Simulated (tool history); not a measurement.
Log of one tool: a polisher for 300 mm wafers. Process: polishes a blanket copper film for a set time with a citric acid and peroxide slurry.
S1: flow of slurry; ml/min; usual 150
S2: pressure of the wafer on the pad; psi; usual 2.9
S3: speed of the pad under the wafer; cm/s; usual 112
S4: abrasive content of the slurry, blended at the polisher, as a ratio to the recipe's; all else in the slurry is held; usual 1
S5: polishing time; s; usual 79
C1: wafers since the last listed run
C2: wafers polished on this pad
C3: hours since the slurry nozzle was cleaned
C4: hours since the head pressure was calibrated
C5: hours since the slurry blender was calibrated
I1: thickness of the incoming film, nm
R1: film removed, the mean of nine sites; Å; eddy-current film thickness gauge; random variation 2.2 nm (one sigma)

run    hour   S1   S2   S3    S4  S5   C1    C2     C3     C4     C5     I1    R1
  1       0  150  2.9  112     1  79    0   594   98.4  412.9  134.9  596.6  1715
  2    97.5  150  2.9  112     1  79  909  1503  195.9  510.4  232.4  593.2  1686
      116.6  -- head pressure recalibrated
      127.3  -- slurry blender recalibrated
  3   149.3  150  2.9  112     1  79  445  1949  247.7   32.7     22  595.4  1617
      238.8  -- worn pad replaced by a new one
  4     247  170  2.4  112     1  79  873    76  345.4  130.4  119.7  584.7  1537
  5   309.9  150  2.9  112     1  79  586   662  408.3  193.3  182.6  587.4  1739
  6   415.9  150  2.9  112     1  79  988  1651  514.3  299.3  288.6    582  1663
      436.9  -- slurry blender recalibrated
      497.2  -- worn pad replaced by a new one
  7   497.7  150  2.9  112     1  79  706     4  596.1  381.1   60.8  584.9  1770
  8   598.1  150  2.9  112  0.85  79  936   941  696.5  481.5  161.2  590.6  1694
      611.8  -- head pressure recalibrated
  9   634.6  150  2.9  112  0.85  79  321  1262    733   22.8  197.7  581.7  1619
 10   687.2  150  2.4  112   0.7  79  490  1753  785.6   75.4  250.3  583.3  1324
      693.7  -- slurry blender recalibrated
 11   742.4  150  2.9  112     1  79  496  2249  840.8  130.6   48.7  586.2  1564
      782.8  -- worn pad replaced by a new one
      796.7  -- slurry nozzle cleaned
 12   823.8  150  2.9  112     1  79  712   372   27.1    212  130.1  603.4  1715
 13   895.5  135  2.9  134   1.1  79  668  1041   98.8  283.7  201.8  578.2  1927
 14   944.8  150  2.9  152     1  72  459  1501  148.1    333  251.1  587.4  1952
      960.3  -- slurry blender recalibrated
 15  1023.8  190  2.5  112     1  79  718  2219  227.1    412   63.5  591.5  1460
     1076.3  -- head pressure recalibrated
     1088.4  -- worn pad replaced by a new one
 16  1118.5  150  2.9  112     1  79  827   280  321.8   42.2  158.2  585.9  1735
 17  1164.9  165  2.9   94  1.15  94  432   713  368.2   88.6  204.6  592.5  1895
     1245.2  -- slurry blender recalibrated
 18  1264.5  150  2.9   92     1  79  910  1623  467.8  188.2   19.3  583.5  1393
     1351.5  -- worn pad replaced by a new one
 19  1365.3  170  2.4  112     1  79  902   128  568.6    289  120.1  593.9  1514

Forecast each of these 5 alternatives for the next run:
  A  1365.7  150  2.9  112     1  79   3  132  569  289.4  120.5  591.4   ?
  B  1365.7  105  3.8  112  1.25  86   3  132  569  289.4  120.5  591.4   ?
  C  1365.7  120  2.9  136     1  79   3  132  569  289.4  120.5  591.4   ?
  D  1365.7  120  2.9   96     1  79   3  132  569  289.4  120.5  591.4   ?
  E  1365.7  125  2.6  112     1  79   3  132  569  289.4  120.5  591.4   ?

run    R1
  A  1685
  B  2200
  C  1877
  D  1441
  E  1502
Without the tool's hidden state the same runs would have given:
run    R1
  A  1723
  B  2249
  C  1918
  D  1473
  E  1535

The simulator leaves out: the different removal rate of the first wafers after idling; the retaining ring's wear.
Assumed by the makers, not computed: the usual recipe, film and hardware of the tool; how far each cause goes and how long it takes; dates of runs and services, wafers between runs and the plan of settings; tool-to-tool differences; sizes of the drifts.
